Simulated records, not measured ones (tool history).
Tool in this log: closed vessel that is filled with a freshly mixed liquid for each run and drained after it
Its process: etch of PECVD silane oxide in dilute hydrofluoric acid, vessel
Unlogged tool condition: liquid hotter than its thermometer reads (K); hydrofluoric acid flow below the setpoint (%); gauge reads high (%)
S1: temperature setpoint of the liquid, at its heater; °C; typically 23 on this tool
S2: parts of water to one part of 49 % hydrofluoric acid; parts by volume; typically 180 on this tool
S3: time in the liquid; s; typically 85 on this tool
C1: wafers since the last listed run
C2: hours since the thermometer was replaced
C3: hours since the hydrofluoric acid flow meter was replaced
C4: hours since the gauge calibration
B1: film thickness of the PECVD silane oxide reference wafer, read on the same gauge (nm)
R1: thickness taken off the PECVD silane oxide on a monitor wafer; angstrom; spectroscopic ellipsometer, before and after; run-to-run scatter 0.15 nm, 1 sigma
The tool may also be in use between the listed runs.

Run 1, hour 0: usual settings; C1 0; C2 514.5; C3 575.8; C4 586.1; B1 130.02. Result: R1 205.3 angstrom.
At hour 13.5: thermometer replaced.
Run 2, hour 28.3: usual settings; C1 2154; C2 14.8; C3 604.1; C4 614.4; B1 130.04. Result: R1 193.9 angstrom.
Run 3, hour 59.5: usual settings; C1 2462; C2 46; C3 635.3; C4 645.6; B1 130.03. Result: R1 194.1 angstrom.
Run 4, hour 110.2: usual settings but S1 21 °C; C1 4001; C2 96.7; C3 686; C4 696.3; B1 130.02. Result: R1 181.2 angstrom.
Run 5, hour 180.7: usual settings but S1 21 °C; C1 5564; C2 167.2; C3 756.5; C4 766.8; B1 129.96. Result: R1 181 angstrom.
Run 6, hour 234: usual settings but S1 21 °C; C1 4207; C2 220.5; C3 809.8; C4 820.1; B1 130.02. Result: R1 184.2 angstrom.
Run 7, hour 259.7: usual settings; C1 2028; C2 246.2; C3 835.5; C4 845.8; B1 129.98. Result: R1 197.6 angstrom.
Run 8, hour 312.6: usual settings; C1 4175; C2 299.1; C3 888.4; C4 898.7; B1 130. Result: R1 200.5 angstrom.
Run 9, hour 365.7: usual settings but S3 110 s; C1 4191; C2 352.2; C3 941.5; C4 951.8; B1 129.96. Result: R1 256.9 angstrom.
At hour 407.9: gauge calibrated.
Run 10, hour 419.3: usual settings but S3 110 s; C1 4230; C2 405.8; C3 995.1; C4 11.4; B1 130.03. Result: R1 264.8 angstrom.
Run 11, hour 472: usual settings but S2 230 parts by volume; C1 4159; C2 458.5; C3 1047.8; C4 64.1; B1 130.01. Result: R1 152.1 angstrom.
Run 12, hour 519.6: usual settings but S1 25 °C, S3 45 s; C1 3757; C2 506.1; C3 1095.4; C4 111.7; B1 130.05. Result: R1 116.6 angstrom.
Run 13, hour 577.2: usual settings but S1 25 °C, S3 45 s; C1 4546; C2 563.7; C3 1153; C4 169.3; B1 129.97. Result: R1 117.5 angstrom.
Run 14, hour 608.4: usual settings; C1 2462; C2 594.9; C3 1184.2; C4 200.5; B1 130.06. Result: R1 209.4 angstrom.
At hour 610: thermometer replaced.
Run 15, hour 643.5: usual settings; C1 2691; C2 33.5; C3 1219.3; C4 235.6; B1 129.98. Result: R1 195.8 angstrom.
Run 16, hour 697: usual settings but S1 20.5 °C, S2 100 parts by volume, S3 65 s; C1 4222; C2 87; C3 1272.8; C4 289.1; B1 130.03. Result: R1 272.9 angstrom.
Run 17, hour 760.5: usual settings but S2 135 parts by volume; C1 5012; C2 150.5; C3 1336.3; C4 352.6; B1 130.04. Result: R1 279.9 angstrom.
At hour 781.1: hydrofluoric acid flow meter replaced.
Run 18, hour 802.9: usual settings but S3 45 s; C1 3267; C2 192.9; C3 21.8; C4 395; B1 129.97. Result: R1 105.8 angstrom.
Run 19, hour 834.3: usual settings but S1 21 °C, S3 55 s; C1 2478; C2 224.3; C3 53.2; C4 426.4; B1 129.98. Result: R1 120 angstrom.
Run 20, hour 862.1: usual settings; C1 2194; C2 252.1; C3 81; C4 454.2; B1 130.02. Result: R1 202 angstrom.
Run 21, hour 897.4: usual settings but S3 120 s; C1 2786; C2 287.4; C3 116.3; C4 489.5; B1 130.05. Result: R1 283.8 angstrom.
Run 22, hour 943.7: usual settings; C1 3654; C2 333.7; C3 162.6; C4 535.8; B1 129.99. Result: R1 205.8 angstrom.
Run 23, hour 991.6: usual settings but S2 100 parts by volume; C1 3780; C2 381.6; C3 210.5; C4 583.7; B1 130. Result: R1 408.6 angstrom.
Run 24, hour 1016.3: usual settings but S1 18.5 °C, S2 235 parts by volume, S3 55 s; C1 1949; C2 406.3; C3 235.2; C4 608.4; B1 130.05. Result: R1 81.4 angstrom.
Run 25, hour 1049.9: usual settings but S1 20 °C, S2 235 parts by volume, S3 40 s; C1 2652; C2 439.9; C3 268.8; C4 642; B1 130. Result: R1 63.2 angstrom.
Run 26, hour 1083.5: usual settings but S3 115 s; C1 2652; C2 473.5; C3 302.4; C4 675.6; B1 129.99. Result: R1 282.6 angstrom.
Run 27, hour 1151.9: usual settings but S1 28 °C, S2 260 parts by volume; C1 5398; C2 541.9; C3 370.8; C4 744; B1 129.98. Result: R1 157.1 angstrom.

What if the next run were any one of these 4? Each begins from the tool's condition after run 27:
Run A, hour 1152.6: usual settings but S3 125 s; C1 55; C2 542.6; C3 371.5; C4 744.7; B1 ?. Result: R1 ?.
Run B, hour 1152.6: usual settings but S3 55 s; C1 55; C2 542.6; C3 371.5; C4 744.7; B1 ?. Result: R1 ?.
Run C, hour 1152.6: usual settings but S1 19 °C, S2 105 parts by volume; C1 55; C2 542.6; C3 371.5; C4 744.7; B1 ?. Result: R1 ?.
Run D, hour 1152.6: usual settings but S1 24.5 °C, S2 240 parts by volume, S3 45 s; C1 55; C2 542.6; C3 371.5; C4 744.7; B1 ?. Result: R1 ?.

run      B1     R1
  A  130.02  313.7
  B  130.02    138
  C  130.02  341.4
  D  130.02   83.6
With no hidden state in the tool, these same runs would have given:
run     R1
  A  285.6
  B  125.6
  C    308
  D   76.5
